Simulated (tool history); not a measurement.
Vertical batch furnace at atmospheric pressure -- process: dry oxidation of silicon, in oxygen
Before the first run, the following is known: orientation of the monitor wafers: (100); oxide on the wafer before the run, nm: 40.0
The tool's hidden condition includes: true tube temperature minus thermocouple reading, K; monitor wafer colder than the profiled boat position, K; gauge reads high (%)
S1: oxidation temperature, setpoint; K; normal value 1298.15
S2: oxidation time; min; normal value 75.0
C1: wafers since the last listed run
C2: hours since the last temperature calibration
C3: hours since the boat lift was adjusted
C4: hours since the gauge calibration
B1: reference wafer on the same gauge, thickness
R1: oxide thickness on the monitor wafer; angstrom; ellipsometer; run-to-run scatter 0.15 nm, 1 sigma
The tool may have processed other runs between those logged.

Run 1, day 0.000: usual settings; C1 0; C2 1841.1; C3 2965.6; C4 96.0; B1 98.29. Result: R1 996.2 angstrom.
Run 2, day 0.792: usual settings but S2 95.0 min; C1 261; C2 1860.1; C3 2984.6; C4 115.0; B1 98.28. Result: R1 1125.5 angstrom.
Run 3, day 1.900: usual settings; C1 366; C2 1886.7; C3 3011.2; C4 141.6; B1 98.31. Result: R1 1002.7 angstrom.
Run 4, day 2.583: usual settings; C1 225; C2 1903.1; C3 3027.6; C4 158.0; B1 98.28. Result: R1 999.4 angstrom.
Run 5, day 3.488: usual settings but S2 101.0 min; C1 298; C2 1924.8; C3 3049.3; C4 179.7; B1 98.28. Result: R1 1163.3 angstrom.
Run 6, day 4.700: usual settings but S2 53.0 min; C1 400; C2 1953.9; C3 3078.4; C4 208.8; B1 98.33. Result: R1 851.4 angstrom.
Run 7, day 5.604: usual settings but S2 53.0 min; C1 298; C2 1975.6; C3 3100.1; C4 230.5; B1 98.31. Result: R1 853.1 angstrom.
Run 8, day 6.233: usual settings; C1 207; C2 1990.7; C3 3115.2; C4 245.6; B1 98.28. Result: R1 1000.0 angstrom.
At day 6.642: gauge calibrated.
Run 9, day 7.717: usual settings; C1 490; C2 2026.3; C3 3150.8; C4 25.8; B1 98.29. Result: R1 1003.5 angstrom.
At day 9.725: boat lift adjusted.
Run 10, day 9.746: usual settings but S1 1277.15 K, S2 48.0 min; C1 340; C2 2075.0; C3 0.5; C4 74.5; B1 98.28. Result: R1 733.9 angstrom.
Run 11, day 10.121: usual settings but S1 1317.15 K, S2 108.5 min; C1 123; C2 2084.0; C3 9.5; C4 83.5; B1 98.29. Result: R1 1369.0 angstrom.
Run 12, day 10.704: usual settings but S1 1288.15 K, S2 97.5 min; C1 192; C2 2098.0; C3 23.5; C4 97.5; B1 98.32. Result: R1 1076.0 angstrom.
At day 11.804: thermocouples replaced and temperature profile calibrated.
Run 13, day 11.825: usual settings; C1 39; C2 0.5; C3 50.4; C4 124.4; B1 98.30. Result: R1 972.6 angstrom.
Run 14, day 12.704: usual settings; C1 290; C2 21.6; C3 71.5; C4 145.5; B1 98.30. Result: R1 974.2 angstrom.
Run 15, day 13.892: usual settings but S2 103.5 min; C1 392; C2 50.1; C3 100.0; C4 174.0; B1 98.28. Result: R1 1147.9 angstrom.
Run 16, day 15.208: usual settings but S1 1321.15 K, S2 49.5 min; C1 435; C2 81.7; C3 131.6; C4 205.6; B1 98.32. Result: R1 917.0 angstrom.

What if the next run were any one of these 3? Each begins from the tool's condition after run 16:
Run A, day 15.442: usual settings but S1 1276.15 K; C1 77; C2 87.3; C3 137.2; C4 211.2; B1 ?. Result: R1 ?.
Run B, day 15.442: usual settings but S2 99.5 min; C1 77; C2 87.3; C3 137.2; C4 211.2; B1 ?. Result: R1 ?.
Run C, day 15.442: usual settings but S2 112.0 min; C1 77; C2 87.3; C3 137.2; C4 211.2; B1 ?. Result: R1 ?.

run     B1      R1
  A  98.34   857.2
  B  98.34  1124.5
  C  98.34  1196.6
Stripped of hidden state, with their random variation kept, the same runs would have yielded:
run      R1
  A   854.2
  B  1120.0
  C  1191.8
